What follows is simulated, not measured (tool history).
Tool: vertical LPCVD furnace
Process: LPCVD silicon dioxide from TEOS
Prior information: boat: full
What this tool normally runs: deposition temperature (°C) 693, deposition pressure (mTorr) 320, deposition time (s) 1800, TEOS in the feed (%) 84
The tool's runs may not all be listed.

run,day,deposition temperature (°C),deposition pressure (mTorr),deposition time (s),TEOS in the feed (%),"read-back reference wafer on the same gauge, thickness",film thickness on the monitor wafer in the middle of the boat (Å)
1,0.000,693,320,1800,94,178.02,2252.6
2,7.304,693,320,1800,84,178.04,2119.3
3,9.171,693,355,1800,84,177.98,2219.8
4,13.500,693,355,1800,84,177.95,2229.9
5,16.167,693,355,1800,84,178.02,2214.2
6,17.717,703,320,1800,84,177.98,2667.6
# day 20.621: gauge calibrated
# day 20.808: pressure gauge zeroed
7,22.054,703,320,1800,84,178.03,2610.0
8,24.967,693,265,1800,78,178.07,1813.8
9,28.242,693,265,1800,78,178.01,1829.5
10,30.600,693,320,1800,84,178.11,2084.9
11,32.283,693,320,1800,84,178.09,2083.3
12,34.612,693,320,1800,84,177.95,2091.7
13,36.229,693,320,1800,84,178.08,2092.9
# day 38.367: thermocouples replaced and temperature profile calibrated
14,38.388,693,385,1800,84,177.94,2293.6
15,42.579,693,320,1800,84,177.96,2095.1
16,44.779,704,300,1410,84,178.06,2057.2
17,48.438,693,320,1800,84,177.95,2094.4
18,50.771,693,320,1800,84,178.12,2096.4
19,53.250,693,250,1800,75,177.97,1761.6
20,57.329,683,320,1800,93,178.03,1738.5
# day 61.829: TEOS flow controller replaced
21,61.850,693,320,1320,79,178.08,1482.0
22,63.938,688,320,1230,84,177.95,1268.3
23,67.317,688,320,1230,84,177.98,1278.6
24,68.842,693,320,1800,84,178.02,2097.4
25,70.408,697,320,1320,84,178.04,1687.9
26,74.175,684,320,2100,95,177.95,2102.2
27,78.175,704,375,1800,84,177.91,2938.0
28,82.108,693,320,1500,84,178.04,1757.8
29,85.892,682,385,1380,95,178.05,1443.6
30,88.346,693,320,2430,84,178.02,2828.1
31,92.075,693,320,1800,84,178.00,2101.7
32,96.233,693,320,1320,79,178.05,1507.8

Exercise: give the hidden state of the tool at every run:
true tube temperature minus thermocouple reading, K: 0 at every run
deviation of the TEOS flow from its setpoint, %: 0 at every run
gauge reads high (%): 0 at every run
H1: true pressure minus gauge reading, mTorr
run,H1
1,11.6
2,11.8
3,11.9
4,12
5,12
6,12
7,0.389
8,1.14
9,1.93
10,2.47
11,2.83
12,3.32
13,3.64
14,4.05
15,4.79
16,5.16
17,5.72
18,6.06
19,6.4
20,6.92
21,7.45
22,7.67
23,8.02
24,8.16
25,8.31
26,8.64
27,8.96
28,9.25
29,9.5
30,9.66
31,9.88
32,10.1
